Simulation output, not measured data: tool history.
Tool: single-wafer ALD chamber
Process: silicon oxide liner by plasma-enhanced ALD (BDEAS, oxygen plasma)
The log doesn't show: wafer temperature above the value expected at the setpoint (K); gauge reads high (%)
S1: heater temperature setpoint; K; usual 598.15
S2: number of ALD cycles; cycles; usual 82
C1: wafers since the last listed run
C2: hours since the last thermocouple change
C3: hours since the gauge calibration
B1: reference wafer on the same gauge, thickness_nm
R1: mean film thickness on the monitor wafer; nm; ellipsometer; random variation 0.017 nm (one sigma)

{"run": 1, "day": 0.0, "S1": 598.15, "S2": 82, "C1": 0, "C2": 2237.3, "C3": 93.2, "B1": 7.009, "R1": 6.903}
{"run": 2, "day": 2.738, "S1": 598.15, "S2": 82, "C1": 246, "C2": 2303, "C3": 158.9, "B1": 7.011, "R1": 6.904}
{"run": 3, "day": 4.317, "S1": 598.15, "S2": 82, "C1": 142, "C2": 2340.9, "C3": 196.8, "B1": 7.008, "R1": 6.872}
{"run": 4, "day": 6.792, "S1": 598.15, "S2": 87, "C1": 223, "C2": 2400.3, "C3": 256.2, "B1": 7.012, "R1": 7.296}
{"run": 5, "day": 8.738, "S1": 598.15, "S2": 87, "C1": 175, "C2": 2447, "C3": 302.9, "B1": 7.009, "R1": 7.314}
{"run": 6, "day": 10.942, "S1": 592.15, "S2": 86, "C1": 198, "C2": 2499.9, "C3": 355.8, "B1": 7.013, "R1": 7.33}
{"run": 7, "day": 12.425, "S1": 598.15, "S2": 82, "C1": 133, "C2": 2535.5, "C3": 391.4, "B1": 7.011, "R1": 6.877}
{"run": 8, "day": 13.867, "S1": 598.15, "S2": 82, "C1": 129, "C2": 2570.1, "C3": 426, "B1": 7.009, "R1": 6.888}
{"run": 9, "day": 15.658, "S1": 604.15, "S2": 75, "C1": 161, "C2": 2613.1, "C3": 469, "B1": 7.008, "R1": 6.269}
{"run": 10, "day": 18.104, "S1": 604.15, "S2": 75, "C1": 220, "C2": 2671.8, "C3": 527.7, "B1": 7.011, "R1": 6.234}
{"run": 11, "day": 19.946, "S1": 598.15, "S2": 82, "C1": 166, "C2": 2716, "C3": 571.9, "B1": 7.011, "R1": 6.918}
{"run": 12, "day": 21.546, "S1": 598.15, "S2": 82, "C1": 144, "C2": 2754.4, "C3": 610.3, "B1": 7.008, "R1": 6.889}
{"run": 13, "day": 22.771, "S1": 598.15, "S2": 82, "C1": 110, "C2": 2783.8, "C3": 639.7, "B1": 7.007, "R1": 6.925}
{"run": 14, "day": 25.308, "S1": 598.15, "S2": 82, "C1": 228, "C2": 2844.7, "C3": 700.6, "B1": 7.008, "R1": 6.916}
{"run": 15, "day": 27.533, "S1": 598.15, "S2": 82, "C1": 200, "C2": 2898.1, "C3": 754, "B1": 7.014, "R1": 6.908}
{"run": 16, "day": 29.429, "S1": 598.15, "S2": 82, "C1": 170, "C2": 2943.6, "C3": 799.5, "B1": 7.009, "R1": 6.918}
{"day": 30.304, "done": "thermocouple changed; heater temperature recalibrated"}
{"run": 17, "day": 31.4, "S1": 606.15, "S2": 96, "C1": 147, "C2": 26.3, "C3": 846.8, "B1": 7.008, "R1": 7.971}
{"run": 18, "day": 32.917, "S1": 593.15, "S2": 72, "C1": 136, "C2": 62.7, "C3": 883.2, "B1": 7.005, "R1": 6.128}
{"run": 19, "day": 33.95, "S1": 610.15, "S2": 71, "C1": 93, "C2": 87.5, "C3": 908, "B1": 7.012, "R1": 5.846}
{"run": 20, "day": 36.579, "S1": 593.15, "S2": 72, "C1": 237, "C2": 150.6, "C3": 971.1, "B1": 7.012, "R1": 6.109}
{"day": 36.933, "done": "gauge calibrated"}
{"run": 21, "day": 38.567, "S1": 593.15, "S2": 91, "C1": 179, "C2": 198.3, "C3": 39.2, "B1": 7.008, "R1": 7.726}
{"run": 22, "day": 40.617, "S1": 585.15, "S2": 98, "C1": 184, "C2": 247.5, "C3": 88.4, "B1": 7.008, "R1": 8.427}
{"run": 23, "day": 41.967, "S1": 598.15, "S2": 82, "C1": 121, "C2": 279.9, "C3": 120.8, "B1": 7.01, "R1": 6.916}
{"run": 24, "day": 43.575, "S1": 603.15, "S2": 90, "C1": 145, "C2": 318.5, "C3": 159.4, "B1": 7.012, "R1": 7.506}
{"run": 25, "day": 44.954, "S1": 593.15, "S2": 73, "C1": 124, "C2": 351.6, "C3": 192.5, "B1": 7.009, "R1": 6.178}
{"run": 26, "day": 46.138, "S1": 588.15, "S2": 67, "C1": 106, "C2": 380, "C3": 220.9, "B1": 7.004, "R1": 5.757}

Run 27 comes next. What will it give?
{"run": 27, "day": 47.229, "S1": 598.15, "S2": 66, "C1": 98, "C2": 406.2, "C3": 247.1, "B1": "?", "R1": "?"}

Run 27 gave B1 7.008, R1 5.566 nm.
Without the tool's hidden state the same run would have given R1 5.566 nm.

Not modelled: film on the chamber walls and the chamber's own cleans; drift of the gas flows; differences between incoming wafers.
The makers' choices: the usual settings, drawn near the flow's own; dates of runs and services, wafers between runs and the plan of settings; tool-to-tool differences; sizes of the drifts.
